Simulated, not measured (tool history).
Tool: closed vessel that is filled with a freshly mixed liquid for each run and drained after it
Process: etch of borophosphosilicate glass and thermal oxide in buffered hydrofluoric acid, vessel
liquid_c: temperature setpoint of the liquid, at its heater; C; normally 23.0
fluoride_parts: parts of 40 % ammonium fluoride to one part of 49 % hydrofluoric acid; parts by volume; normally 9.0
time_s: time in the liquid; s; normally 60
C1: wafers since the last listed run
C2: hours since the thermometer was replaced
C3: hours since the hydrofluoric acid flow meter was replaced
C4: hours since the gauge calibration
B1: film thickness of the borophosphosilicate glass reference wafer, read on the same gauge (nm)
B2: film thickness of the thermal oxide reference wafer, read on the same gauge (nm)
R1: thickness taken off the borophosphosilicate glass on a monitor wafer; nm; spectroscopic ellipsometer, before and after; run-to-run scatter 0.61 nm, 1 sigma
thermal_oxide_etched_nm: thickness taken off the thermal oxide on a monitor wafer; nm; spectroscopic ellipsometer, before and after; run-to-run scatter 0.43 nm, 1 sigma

run 1 hour=0.0 | liquid_c=20.0 fluoride_parts=9.0 time_s=60 | C1=0 C2=1944.6 C3=579.1 C4=58.0 | B1=130.00 B2=130.05 | R1=77.06 thermal_oxide_etched_nm=70.69
run 2 hour=15.1 | liquid_c=23.0 fluoride_parts=9.0 time_s=60 | C1=1365 C2=1959.7 C3=594.2 C4=73.1 | B1=130.00 B2=130.05 | R1=90.22 thermal_oxide_etched_nm=84.41
run 3 hour=29.0 | liquid_c=21.0 fluoride_parts=9.0 time_s=60 | C1=1256 C2=1973.6 C3=608.1 C4=87.0 | B1=130.00 B2=130.00 | R1=82.80 thermal_oxide_etched_nm=75.14
run 4 hour=41.0 | liquid_c=21.0 fluoride_parts=9.0 time_s=60 | C1=1085 C2=1985.6 C3=620.1 C4=99.0 | B1=130.00 B2=130.00 | R1=82.06 thermal_oxide_etched_nm=75.22
run 5 hour=58.5 | liquid_c=20.0 fluoride_parts=9.0 time_s=85 | C1=1582 C2=2003.1 C3=637.6 C4=116.5 | B1=129.99 B2=129.99 | R1=110.24 thermal_oxide_etched_nm=99.93
run 6 hour=65.9 | liquid_c=20.0 fluoride_parts=9.0 time_s=85 | C1=669 C2=2010.5 C3=645.0 C4=123.9 | B1=130.01 B2=130.05 | R1=111.35 thermal_oxide_etched_nm=102.06
-- hour=68.5 hydrofluoric acid flow meter replaced
-- hour=73.5 thermometer replaced
run 7 hour=83.8 | liquid_c=20.0 fluoride_parts=9.0 time_s=85 | C1=1437 C2=10.3 C3=15.3 C4=141.8 | B1=130.00 B2=130.02 | R1=99.63 thermal_oxide_etched_nm=92.84
run 8 hour=97.7 | liquid_c=23.0 fluoride_parts=9.0 time_s=85 | C1=1256 C2=24.2 C3=29.2 C4=155.7 | B1=130.01 B2=129.99 | R1=119.33 thermal_oxide_etched_nm=107.45
-- hour=108.8 gauge calibrated
run 9 hour=125.1 | liquid_c=26.0 fluoride_parts=9.0 time_s=35 | C1=2477 C2=51.6 C3=56.6 C4=16.3 | B1=129.99 B2=130.00 | R1=57.59 thermal_oxide_etched_nm=52.91
run 10 hour=131.5 | liquid_c=23.0 fluoride_parts=9.0 time_s=60 | C1=578 C2=58.0 C3=63.0 C4=22.7 | B1=130.00 B2=129.97 | R1=84.04 thermal_oxide_etched_nm=77.38
run 11 hour=140.5 | liquid_c=23.0 fluoride_parts=10.0 time_s=60 | C1=813 C2=67.0 C3=72.0 C4=31.7 | B1=130.01 B2=129.99 | R1=78.31 thermal_oxide_etched_nm=71.04
run 12 hour=155.3 | liquid_c=25.5 fluoride_parts=9.0 time_s=90 | C1=1338 C2=81.8 C3=86.8 C4=46.5 | B1=130.01 B2=129.99 | R1=143.19 thermal_oxide_etched_nm=133.53
run 13 hour=171.4 | liquid_c=27.0 fluoride_parts=11.0 time_s=90 | C1=1455 C2=97.9 C3=102.9 C4=62.6 | B1=130.00 B2=130.02 | R1=133.02 thermal_oxide_etched_nm=122.78
run 14 hour=183.2 | liquid_c=23.0 fluoride_parts=7.5 time_s=85 | C1=1066 C2=109.7 C3=114.7 C4=74.4 | B1=129.97 B2=129.98 | R1=147.87 thermal_oxide_etched_nm=134.82
run 15 hour=194.0 | liquid_c=27.5 fluoride_parts=11.5 time_s=95 | C1=976 C2=120.5 C3=125.5 C4=85.2 | B1=129.99 B2=130.05 | R1=139.07 thermal_oxide_etched_nm=129.43
run 16 hour=206.3 | liquid_c=20.0 fluoride_parts=12.5 time_s=60 | C1=1112 C2=132.8 C3=137.8 C4=97.5 | B1=130.00 B2=129.96 | R1=54.12 thermal_oxide_etched_nm=49.48
run 17 hour=213.2 | liquid_c=23.0 fluoride_parts=9.0 time_s=60 | C1=623 C2=139.7 C3=144.7 C4=104.4 | B1=130.00 B2=129.98 | R1=84.51 thermal_oxide_etched_nm=78.41

Below are 4 alternative next runs, each starting from the tool's condition after run 17. Predict each:
run A hour=213.9 | liquid_c=23.0 fluoride_parts=9.0 time_s=60 | C1=63 C2=140.4 C3=145.4 C4=105.1 | B1=? B2=? | R1=? thermal_oxide_etched_nm=?
run B hour=213.9 | liquid_c=21.0 fluoride_parts=12.0 time_s=30 | C1=63 C2=140.4 C3=145.4 C4=105.1 | B1=? B2=? | R1=? thermal_oxide_etched_nm=?
run C hour=213.9 | liquid_c=23.0 fluoride_parts=9.0 time_s=30 | C1=63 C2=140.4 C3=145.4 C4=105.1 | B1=? B2=? | R1=? thermal_oxide_etched_nm=?
run D hour=213.9 | liquid_c=20.5 fluoride_parts=11.0 time_s=40 | C1=63 C2=140.4 C3=145.4 C4=105.1 | B1=? B2=? | R1=? thermal_oxide_etched_nm=?

run=A B1=129.99 B2=129.98 R1=84.33 thermal_oxide_etched_nm=78.42
run=B B1=129.99 B2=129.98 R1=29.43 thermal_oxide_etched_nm=27.40
run=C B1=129.99 B2=129.98 R1=42.17 thermal_oxide_etched_nm=39.21
run=D B1=129.99 B2=129.98 R1=41.58 thermal_oxide_etched_nm=38.67
With no hidden state in the tool, these same runs would have given:
run=A R1=81.08 thermal_oxide_etched_nm=75.42
run=B R1=28.41 thermal_oxide_etched_nm=26.45
run=C R1=40.54 thermal_oxide_etched_nm=37.71
run=D R1=40.14 thermal_oxide_etched_nm=37.34
